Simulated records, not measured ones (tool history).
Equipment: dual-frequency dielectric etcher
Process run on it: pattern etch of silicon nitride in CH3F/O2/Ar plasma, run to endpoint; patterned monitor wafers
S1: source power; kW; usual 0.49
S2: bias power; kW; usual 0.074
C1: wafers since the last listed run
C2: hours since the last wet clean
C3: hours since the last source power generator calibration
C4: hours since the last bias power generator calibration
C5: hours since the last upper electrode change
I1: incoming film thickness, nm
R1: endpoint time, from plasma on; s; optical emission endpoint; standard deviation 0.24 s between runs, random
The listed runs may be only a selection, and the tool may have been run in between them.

run	hour	S1	S2	C1	C2	C3	C4	C5	I1	R1
1	0	0.49	0.074	0	166.2	3494.2	2649.8	2095.5	44	61.6
2	202.4	0.49	0.074	1960	368.6	3696.6	2852.2	2297.9	44.01	60.8
3	251.5	0.49	0.074	475	417.7	3745.7	2901.3	2347	44.43	61.3
4	317.1	0.49	0.074	635	483.3	3811.3	2966.9	2412.6	43.89	60.3
# hour 363: wet clean of the chamber
5	382.7	0.49	0.074	402	19.7	3876.9	3032.5	2478.2	43.75	58.8
6	440.7	0.54	0.074	561	77.7	3934.9	3090.5	2536.2	43.85	56.1
7	469.1	0.57	0.074	275	106.1	3963.3	3118.9	2564.6	43.93	54.6
8	520	0.44	0.074	492	157	4014.2	3169.8	2615.5	43.67	63.3
9	550.6	0.44	0.074	296	187.6	4044.8	3200.4	2646.1	43.77	63
10	591.3	0.44	0.074	394	228.3	4085.5	3241.1	2686.8	43.73	62.9
11	639.8	0.49	0.088	469	276.8	4134	3289.6	2735.3	43.54	54.6
# hour 769.3: bias power generator calibrated
12	773.1	0.49	0.063	1252	410.1	4267.3	3.8	2868.6	43.29	61.6
# hour 818.9: upper electrode replaced
13	819.4	0.49	0.063	215	456.4	4313.6	50.1	0.5	43.85	62.4
# hour 957.2: wet clean of the chamber, repeated, since the last time left the tool worse
14	964.6	0.49	0.063	1173	7.4	4458.8	195.3	145.7	43.97	65.5
15	992.3	0.49	0.074	268	35.1	4486.5	223	173.4	43.47	61.1
16	1089.3	0.61	0.06	939	132.1	4583.5	320	270.4	43.31	57.6
17	1136.9	0.54	0.068	460	179.7	4631.1	367.6	318	44.08	60
18	1177.8	0.49	0.067	396	220.6	4672	408.5	358.9	43.38	62.6
19	1235.2	0.49	0.074	555	278	4729.4	465.9	416.3	43.91	61.2
20	1273.8	0.54	0.084	373	316.6	4768	504.5	454.9	44.06	55
21	1383.5	0.45	0.063	1062	426.3	4877.7	614.2	564.6	43.62	67.3
22	1409.1	0.43	0.057	247	451.9	4903.3	639.8	590.2	43.63	71.8
23	1476.3	0.57	0.058	650	519.1	4970.5	707	657.4	43.72	60.3
# hour 1502: wet clean of the chamber
24	1531.2	0.54	0.068	299	29.2	5025.4	761.9	712.3	43.89	60.2
# hour 1566.4: source power generator calibrated
25	1584.9	0.49	0.086	481	82.9	18.5	815.6	766	44.04	58
26	1654.1	0.49	0.074	670	152.1	87.7	884.8	835.2	44.11	61.9
27	1723	0.55	0.058	667	221	156.6	953.7	904.1	43.98	62.4
28	1774.8	0.44	0.074	501	272.8	208.4	1005.5	955.9	44.24	65.6
29	1827.4	0.49	0.074	509	325.4	261	1058.1	1008.5	43.9	60.7
30	1858	0.49	0.074	296	356	291.6	1088.7	1039.1	44.07	61.2
31	1892.3	0.49	0.061	332	390.3	325.9	1123	1073.4	44.15	65.6
32	1957.8	0.49	0.074	634	455.8	391.4	1188.5	1138.9	44.02	60.4
33	1991.3	0.56	0.084	324	489.3	424.9	1222	1172.4	43.79	53.2
# hour 2043.4: wet clean of the chamber
34	2043.9	0.53	0.068	276	0.5	477.5	1274.6	1225	44.38	61.6
35	2093.4	0.57	0.062	479	50	527	1324.1	1274.5	43.98	60.8
36	2153	0.38	0.062	577	109.6	586.6	1383.7	1334.1	43.92	77.6

Describe how what the log doesn't record of the tool's condition differs between the last listed run preceding each entry between runs and the first listed run following it.
Runs 4 to 5: wet clean of the chamber (hour 363)
  etch rate over this chamber's usual, %: 2.07 -> 3.52
  measured less the result without the state, R1: -1.3 -> -2.1 s
Runs 11 to 12: bias power generator calibrated (hour 769.3)
  etch rate over this chamber's usual, %: 4.56 -> 5.1
  measured less the result without the state, R1: -2.5 -> -3.1 s
Runs 12 to 13: upper electrode replaced (hour 818.9)
  etch rate over this chamber's usual, %: 5.1 -> 5.29
  measured less the result without the state, R1: -3.1 -> -3.3 s
Runs 13 to 14: wet clean of the chamber, repeated, since the last time left the tool worse (hour 957.2)
  etch rate over this chamber's usual, %: 5.29 -> 0.0588
  measured less the result without the state, R1: -3.3 -> +0 s
Runs 23 to 24: wet clean of the chamber (hour 1502)
  etch rate over this chamber's usual, %: 2.13 -> -0.0016
  measured less the result without the state, R1: -1.3 -> +0 s
Runs 24 to 25: source power generator calibrated (hour 1566.4)
  etch rate over this chamber's usual, %: -0.0016 -> 0.216
  measured less the result without the state, R1: +0 -> -0.1 s
Runs 33 to 34: wet clean of the chamber (hour 2043.4)
  etch rate over this chamber's usual, %: 1.86 -> -0.0221
  measured less the result without the state, R1: -1 -> +0.1 s
